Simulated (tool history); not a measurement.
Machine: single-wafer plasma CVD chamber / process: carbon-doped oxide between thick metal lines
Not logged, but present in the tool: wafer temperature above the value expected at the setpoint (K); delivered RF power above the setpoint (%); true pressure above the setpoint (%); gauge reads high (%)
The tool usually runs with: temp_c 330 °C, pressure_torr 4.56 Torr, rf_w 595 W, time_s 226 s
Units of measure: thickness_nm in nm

run  hour  temp_c  pressure_torr  rf_w  time_s  wafers since the last listed run  hours since the last thermocouple change  hours since the last RF generator calibration  hours since the last manometer calibration  hours since the showerhead was replaced  hours since the gauge calibration  read-back reference wafer on the same gauge, thickness_nm  thickness_nm
  1   0.0     330           5.13   595     226                                 0                                    2483.1                                         2477.4                                      1967.9                                   4519.7                               19.4                                                   1259.922      1264.227
  2  12.0     330           4.56   595     226                                62                                    2495.1                                         2489.4                                      1979.9                                   4531.7                               31.4                                                   1260.008      1243.011
  3  28.9     330           4.56   595     226                                88                                    2512.0                                         2506.3                                      1996.8                                   4548.6                               48.3                                                   1259.588      1239.317
  4  35.4     330           4.56   595     226                                34                                    2518.5                                         2512.8                                      2003.3                                   4555.1                               54.8                                                   1259.963      1238.017
  5  45.4     330           4.56   595     226                                52                                    2528.5                                         2522.8                                      2013.3                                   4565.1                               64.8                                                   1259.479      1235.912
  6  52.1     330           4.56   595     226                                35                                    2535.2                                         2529.5                                      2020.0                                   4571.8                               71.5                                                   1260.066      1238.486
  7  58.7     330           4.56   595     226                                34                                    2541.8                                         2536.1                                      2026.6                                   4578.4                               78.1                                                   1260.406      1235.810
  8  71.5     330           4.56   595     226                                67                                    2554.6                                         2548.9                                      2039.4                                   4591.2                               90.9                                                   1260.300      1233.933
     85.5  -- RF generator calibrated
  9  86.0     330           4.56   595     226                                34                                    2569.1                                            0.5                                      2053.9                                   4605.7                              105.4                                                   1259.265      1371.449
     93.0  -- gauge calibrated
 10  95.3     330           4.56   595     226                                48                                    2578.4                                            9.8                                      2063.2                                   4615.0                                2.3                                                   1259.782      1375.793

For run 11, what comes out?
 11  104.5     330           4.56   595     226                                48                                    2587.6                                           19.0                                      2072.4                                   4624.2                               11.5                                                          ?             ?

read-back reference wafer on the same gauge, thickness_nm: 1258.817
thickness_nm: 1373.489 nm
Had the tool carried no hidden state, the very same run would have given thickness_nm 1374.478 nm.
